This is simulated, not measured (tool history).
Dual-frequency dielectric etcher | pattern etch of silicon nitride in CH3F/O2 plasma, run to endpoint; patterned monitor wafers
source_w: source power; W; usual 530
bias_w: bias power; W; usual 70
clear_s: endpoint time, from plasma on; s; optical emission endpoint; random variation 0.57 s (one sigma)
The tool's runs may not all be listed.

| run | hour | source_w | bias_w | incoming incoming film thickness, nm | clear_s |
|---|---|---|---|---|---|
| 1 | 0 | 530 | 59 | 84.4 | 98.9 |
| 2 | 14.8 | 530 | 59 | 84.4 | 98.6 |
| 3 | 23.2 | 530 | 59 | 84.5 | 98.6 |
| 4 | 38.7 | 630 | 70 | 84.7 | 87.1 |
| 5 | 50.1 | 530 | 70 | 84.3 | 91.9 |
| 6 | 65.2 | 530 | 62 | 84.3 | 96.9 |
| 7 | 81.8 | 620 | 70 | 85.1 | 88.4 |
| 8 | 94.2 | 530 | 70 | 84 | 91.8 |
| 9 | 103.5 | 530 | 70 | 84.3 | 92.3 |
| 10 | 113.9 | 530 | 70 | 85.3 | 92.4 |
| 11 | 120.4 | 570 | 70 | 84.8 | 90.8 |
| 12 | 174.2 | 610 | 63 | 85.6 | 92.6 |
|  | 204.7 | wet clean of the chamber |
|  | 205.5 | bias power generator calibrated |
|  | 211.4 | upper electrode replaced |
| 13 | 211.9 | 570 | 70 | 85.2 | 90.5 |
| 14 | 212.2 | 660 | 75 | 83.9 | 82.4 |
|  | 216.4 | source power generator calibrated |
| 15 | 218.4 | 530 | 70 | 85.1 | 92.6 |
| 16 | 231.7 | 400 | 53 | 84.8 | 113.6 |
| 17 | 243 | 630 | 55 | 84.9 | 95.2 |
| 18 | 253.9 | 530 | 60 | 84.9 | 98.5 |
| 19 | 261.9 | 530 | 70 | 84.4 | 91.9 |
| 20 | 272.6 | 530 | 85 | 85.2 | 86.8 |
| 21 | 281.6 | 610 | 63 | 84.8 | 91.6 |
| 22 | 291.6 | 430 | 56 | 84.1 | 107.7 |
| 23 | 303.7 | 420 | 88 | 84.3 | 92.5 |

5 ways to go on from here, each from the tool as it stands after run 23. What would each give?
| A | 304.2 | 530 | 70 | 84.6 | ? |
| B | 304.2 | 590 | 56 | 84.6 | ? |
| C | 304.2 | 640 | 59 | 84.6 | ? |
| D | 304.2 | 610 | 84 | 84.6 | ? |
| E | 304.2 | 530 | 79 | 84.6 | ? |

| run | clear_s |
|---|---|
| A | 92.1 |
| B | 96.2 |
| C | 91.6 |
| D | 81.7 |
| E | 88 |
Without the tool's hidden state the same runs would have given:
| run | clear_s |
|---|---|
| A | 92.1 |
| B | 96.2 |
| C | 91.6 |
| D | 81.7 |
| E | 88 |
